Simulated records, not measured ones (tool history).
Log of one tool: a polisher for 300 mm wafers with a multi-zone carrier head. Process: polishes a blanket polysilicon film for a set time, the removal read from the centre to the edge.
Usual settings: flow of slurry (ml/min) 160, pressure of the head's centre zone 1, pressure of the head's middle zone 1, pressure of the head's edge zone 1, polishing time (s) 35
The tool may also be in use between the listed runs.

run,hour,flow of slurry (ml/min),pressure of the head's centre zone,pressure of the head's middle zone,pressure of the head's edge zone,polishing time (s),"incoming thickness of the incoming film, nm",film removed at the wafer's centre (nm),film removed at mid-radius (nm),film removed at the wafer's edge (nm)
1,0,160,1,1,1,35,1416.5,283.2,289,281
2,9.4,160,1,1,1,35,1423.8,277.5,277.6,282.5
# hour 24.9: worn pad replaced by a new one
3,25.4,160,1,1,1,35,1410,285.8,291,287.1
4,40.9,160,1,1,1,35,1416.4,282.9,286.7,288
5,49.4,160,1,1,1,35,1420.8,284,277.3,288.4
6,65.5,160,1,1,1,35,1383.1,281.8,284.8,283.9
7,78.5,160,1,1,1,35,1404.3,277.4,282.7,278.6
# hour 87.6: worn pad replaced by a new one
8,88.1,160,0.92,1,1.06,35,1376.1,261.4,282.9,294.9
# hour 96.9: centre zone pressure recalibrated
# hour 104.1: carrier head's membrane replaced by a new one
9,104.6,160,1,1,1,35,1405.3,285.9,284.2,286.1
10,110.8,160,1,1,1,35,1414.7,287.4,283.2,285
11,126.3,115,1,1,0.97,44,1400.9,318.1,321.7,330
# hour 143.3: worn pad replaced by a new one
# hour 143.5: slurry nozzle cleaned
12,144,160,0.97,1,1,35,1413.5,278.4,288.3,286.2
13,149.7,135,1,1,1.03,35,1399,275,279.9,282.6
14,165.8,160,0.89,1,1,35,1419.8,256.8,290.2,286.9
# hour 169.8: edge zone pressure recalibrated
15,183.6,160,1,1,1,35,1413.8,280.3,286.8,282.4
16,192.1,110,1,1,0.88,35,1391,251.1,249.3,249.2
17,198.9,160,1,0.96,1,38,1394,300.5,291.5,299.2
18,208.6,120,1,1,1,35,1391.7,249.1,254.6,258.3
# hour 215.4: worn pad replaced by a new one
19,225.9,110,1,1,1,35,1376.4,259.4,259.1,269.6
20,240.2,210,0.9,1,1,35,1388.6,273,305,294.9
21,248.2,115,1,1,1,35,1397.9,258.2,257.6,267.9

Measured less the same run without the tool's hidden state. The same run-to-run variation is in both; the gauge's scatter may not be:
The hidden state here: removal rate lost through wear of the pad, %; slurry flow missing at the pad, %; deviation of the centre zone's pressure from its setpoint, %; deviation of the edge zone's pressure from its setpoint, %.
run,film removed at the wafer's centre (nm),film removed at mid-radius (nm),film removed at the wafer's edge (nm)
1,-5,-5.2,-4.9
2,-7.5,-7.6,-7.7
3,-1,-0.9,-0.9
4,-1.8,-1.8,-1.9
5,-3,-2.9,-3
6,-6.5,-6.6,-6.6
7,-10.7,-10.9,-10.7
8,-2,-2.1,-2.2
9,-3.2,-3.1,-3.2
10,-4,-4,-4
11,-8.2,-8.3,-8.5
12,-0.9,-1,-1
13,-1.1,-1.1,-1.1
14,-2.4,-2.7,-2.7
15,-6.5,-6.6,-6.5
16,-8.1,-8.1,-8.1
17,-12.4,-12.1,-12.4
18,-14.1,-14.4,-14.6
19,-0.6,-0.7,-0.7
20,-2.4,-2.6,-2.5
21,-3.7,-3.6,-3.7
